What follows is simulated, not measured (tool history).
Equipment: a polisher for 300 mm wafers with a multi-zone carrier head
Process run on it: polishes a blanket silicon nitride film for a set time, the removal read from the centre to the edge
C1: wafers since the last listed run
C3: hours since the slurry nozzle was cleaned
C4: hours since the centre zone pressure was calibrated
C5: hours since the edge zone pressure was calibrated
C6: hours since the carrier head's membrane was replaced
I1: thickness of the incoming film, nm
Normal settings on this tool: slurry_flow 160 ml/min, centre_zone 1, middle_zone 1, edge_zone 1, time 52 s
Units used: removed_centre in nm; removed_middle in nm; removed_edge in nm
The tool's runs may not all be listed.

run 1 hour=0 | slurry_flow=160 centre_zone=1 middle_zone=1 edge_zone=1 time=52 | C1=0 wafers_polished_on_this_pad=1807 C3=273.7 C4=91 C5=86 C6=841.5 | I1=696.4 | removed_centre=135.6 removed_middle=134.4 removed_edge=132
-- hour=63.7 worn pad replaced by a new one
run 2 hour=64.2 | slurry_flow=160 centre_zone=1 middle_zone=1 edge_zone=1 time=52 | C1=683 wafers_polished_on_this_pad=5 C3=337.9 C4=155.2 C5=150.2 C6=905.7 | I1=709.4 | removed_centre=135.9 removed_middle=132.5 removed_edge=132.9
run 3 hour=92.9 | slurry_flow=160 centre_zone=1 middle_zone=1 edge_zone=1 time=52 | C1=325 wafers_polished_on_this_pad=331 C3=366.6 C4=183.9 C5=178.9 C6=934.4 | I1=700.1 | removed_centre=136.9 removed_middle=135.5 removed_edge=133.1
run 4 hour=134.1 | slurry_flow=160 centre_zone=1 middle_zone=1 edge_zone=1 time=52 | C1=467 wafers_polished_on_this_pad=799 C3=407.8 C4=225.1 C5=220.1 C6=975.6 | I1=697.9 | removed_centre=139.3 removed_middle=133.8 removed_edge=131.6
-- hour=184.9 slurry nozzle cleaned
run 5 hour=194 | slurry_flow=160 centre_zone=1 middle_zone=1 edge_zone=1 time=52 | C1=668 wafers_polished_on_this_pad=1468 C3=9.1 C4=285 C5=280 C6=1035.5 | I1=689.9 | removed_centre=141.3 removed_middle=134.5 removed_edge=132.6
run 6 hour=251.2 | slurry_flow=160 centre_zone=1 middle_zone=1 edge_zone=1 time=52 | C1=649 wafers_polished_on_this_pad=2118 C3=66.3 C4=342.2 C5=337.2 C6=1092.7 | I1=706.4 | removed_centre=140.1 removed_middle=134 removed_edge=131.6
-- hour=278 worn pad replaced by a new one
run 7 hour=306 | slurry_flow=160 centre_zone=1 middle_zone=1 edge_zone=1 time=42 | C1=576 wafers_polished_on_this_pad=317 C3=121.1 C4=397 C5=392 C6=1147.5 | I1=688.7 | removed_centre=115.2 removed_middle=108 removed_edge=108.2
run 8 hour=336.3 | slurry_flow=160 centre_zone=1 middle_zone=1 edge_zone=1 time=42 | C1=344 wafers_polished_on_this_pad=662 C3=151.4 C4=427.3 C5=422.3 C6=1177.8 | I1=692.7 | removed_centre=116.3 removed_middle=107.2 removed_edge=106.2
run 9 hour=374.3 | slurry_flow=160 centre_zone=1 middle_zone=1 edge_zone=1 time=42 | C1=431 wafers_polished_on_this_pad=1093 C3=189.4 C4=465.3 C5=460.3 C6=1215.8 | I1=687.2 | removed_centre=117.3 removed_middle=108.7 removed_edge=106
-- hour=386.7 centre zone pressure recalibrated
-- hour=399.5 carrier head's membrane replaced by a new one
run 10 hour=428.7 | slurry_flow=160 centre_zone=0.94 middle_zone=1 edge_zone=1 time=52 | C1=538 wafers_polished_on_this_pad=1631 C3=243.8 C4=42 C5=514.7 C6=29.2 | I1=701.4 | removed_centre=124.9 removed_middle=131.8 removed_edge=132.5
-- hour=447.9 edge zone pressure recalibrated
run 11 hour=467.5 | slurry_flow=160 centre_zone=1 middle_zone=1 edge_zone=1 time=37 | C1=417 wafers_polished_on_this_pad=2049 C3=282.6 C4=80.8 C5=19.6 C6=68 | I1=703 | removed_centre=95.2 removed_middle=93.8 removed_edge=93.5
-- hour=486.7 worn pad replaced by a new one
run 12 hour=491.7 | slurry_flow=140 centre_zone=0.91 middle_zone=1.06 edge_zone=0.9 time=52 | C1=229 wafers_polished_on_this_pad=56 C3=306.8 C4=105 C5=43.8 C6=92.2 | I1=706.1 | removed_centre=118 removed_middle=137.6 removed_edge=121.7
run 13 hour=551.1 | slurry_flow=125 centre_zone=1 middle_zone=1 edge_zone=1 time=65 | C1=674 wafers_polished_on_this_pad=731 C3=366.2 C4=164.4 C5=103.2 C6=151.6 | I1=712.6 | removed_centre=163.6 removed_middle=161.3 removed_edge=159.9
run 14 hour=613.2 | slurry_flow=160 centre_zone=1 middle_zone=1 edge_zone=1 time=42 | C1=705 wafers_polished_on_this_pad=1436 C3=428.3 C4=226.5 C5=165.3 C6=213.7 | I1=707.9 | removed_centre=111.2 removed_middle=107.8 removed_edge=108.3
run 15 hour=645.2 | slurry_flow=160 centre_zone=0.95 middle_zone=0.91 edge_zone=1 time=52 | C1=363 wafers_polished_on_this_pad=1800 C3=460.3 C4=258.5 C5=197.3 C6=245.7 | I1=700.8 | removed_centre=132.2 removed_middle=127.4 removed_edge=129.7
-- hour=651.7 slurry nozzle cleaned
run 16 hour=710.4 | slurry_flow=160 centre_zone=1 middle_zone=1 edge_zone=1 time=52 | C1=729 wafers_polished_on_this_pad=2529 C3=58.7 C4=323.7 C5=262.5 C6=310.9 | I1=710 | removed_centre=139.6 removed_middle=133.2 removed_edge=131.1
-- hour=725 worn pad replaced by a new one
run 17 hour=751 | slurry_flow=135 centre_zone=1 middle_zone=1 edge_zone=1.06 time=52 | C1=415 wafers_polished_on_this_pad=294 C3=99.3 C4=364.3 C5=303.1 C6=351.5 | I1=696.9 | removed_centre=136.2 removed_middle=131.4 removed_edge=130.4
run 18 hour=827.2 | slurry_flow=160 centre_zone=1.1 middle_zone=1.06 edge_zone=1 time=52 | C1=865 wafers_polished_on_this_pad=1160 C3=175.5 C4=440.5 C5=379.3 C6=427.7 | I1=702.7 | removed_centre=154.7 removed_middle=134.9 removed_edge=134
-- hour=847.6 centre zone pressure recalibrated
run 19 hour=854.2 | slurry_flow=180 centre_zone=1.07 middle_zone=0.95 edge_zone=1 time=52 | C1=283 wafers_polished_on_this_pad=1444 C3=202.5 C4=6.6 C5=406.3 C6=454.7 | I1=693.7 | removed_centre=144.5 removed_middle=132.9 removed_edge=135.2
run 20 hour=921 | slurry_flow=160 centre_zone=0.95 middle_zone=0.91 edge_zone=1 time=52 | C1=758 wafers_polished_on_this_pad=2202 C3=269.3 C4=73.4 C5=473.1 C6=521.5 | I1=696.5 | removed_centre=125.4 removed_middle=124.9 removed_edge=136.6
run 21 hour=954.8 | slurry_flow=160 centre_zone=1 middle_zone=1 edge_zone=1 time=52 | C1=383 wafers_polished_on_this_pad=2586 C3=303.1 C4=107.2 C5=506.9 C6=555.3 | I1=700.4 | removed_centre=133.9 removed_middle=133.6 removed_edge=132
-- hour=964.4 worn pad replaced by a new one
-- hour=1000.8 edge zone pressure recalibrated
run 22 hour=1019.3 | slurry_flow=160 centre_zone=1 middle_zone=1 edge_zone=1 time=52 | C1=664 wafers_polished_on_this_pad=600 C3=367.6 C4=171.7 C5=18.5 C6=619.8 | I1=686.7 | removed_centre=135.8 removed_middle=132.9 removed_edge=128.6

4 options for the next run, each taken on its own from the tool as it stands now. Forecast them:
run A hour=1019.7 | slurry_flow=160 centre_zone=1 middle_zone=1.04 edge_zone=1 time=52 | C1=4 wafers_polished_on_this_pad=604 C3=368 C4=172.1 C5=18.9 C6=620.2 | I1=703.3 | removed_centre=? removed_middle=? removed_edge=?
run B hour=1019.7 | slurry_flow=160 centre_zone=1.09 middle_zone=1 edge_zone=1 time=52 | C1=4 wafers_polished_on_this_pad=604 C3=368 C4=172.1 C5=18.9 C6=620.2 | I1=703.3 | removed_centre=? removed_middle=? removed_edge=?
run C hour=1019.7 | slurry_flow=160 centre_zone=0.91 middle_zone=1.1 edge_zone=0.96 time=65 | C1=4 wafers_polished_on_this_pad=604 C3=368 C4=172.1 C5=18.9 C6=620.2 | I1=703.3 | removed_centre=? removed_middle=? removed_edge=?
run D hour=1019.7 | slurry_flow=210 centre_zone=1 middle_zone=0.91 edge_zone=1 time=52 | C1=4 wafers_polished_on_this_pad=604 C3=368 C4=172.1 C5=18.9 C6=620.2 | I1=703.3 | removed_centre=? removed_middle=? removed_edge=?

run=A removed_centre=134.9 removed_middle=135.3 removed_edge=131
run=B removed_centre=147 removed_middle=132 removed_edge=131
run=C removed_centre=153.3 removed_middle=175.1 removed_edge=160.5
run=D removed_centre=140.5 removed_middle=129.7 removed_edge=134.8
Had the tool no hidden state, the same runs would have come out as:
run=A removed_centre=132.6 removed_middle=135.3 removed_edge=131
run=B removed_centre=144.6 removed_middle=132.1 removed_edge=131
run=C removed_centre=150.8 removed_middle=175.1 removed_edge=160.5
run=D removed_centre=138.2 removed_middle=129.8 removed_edge=134.8
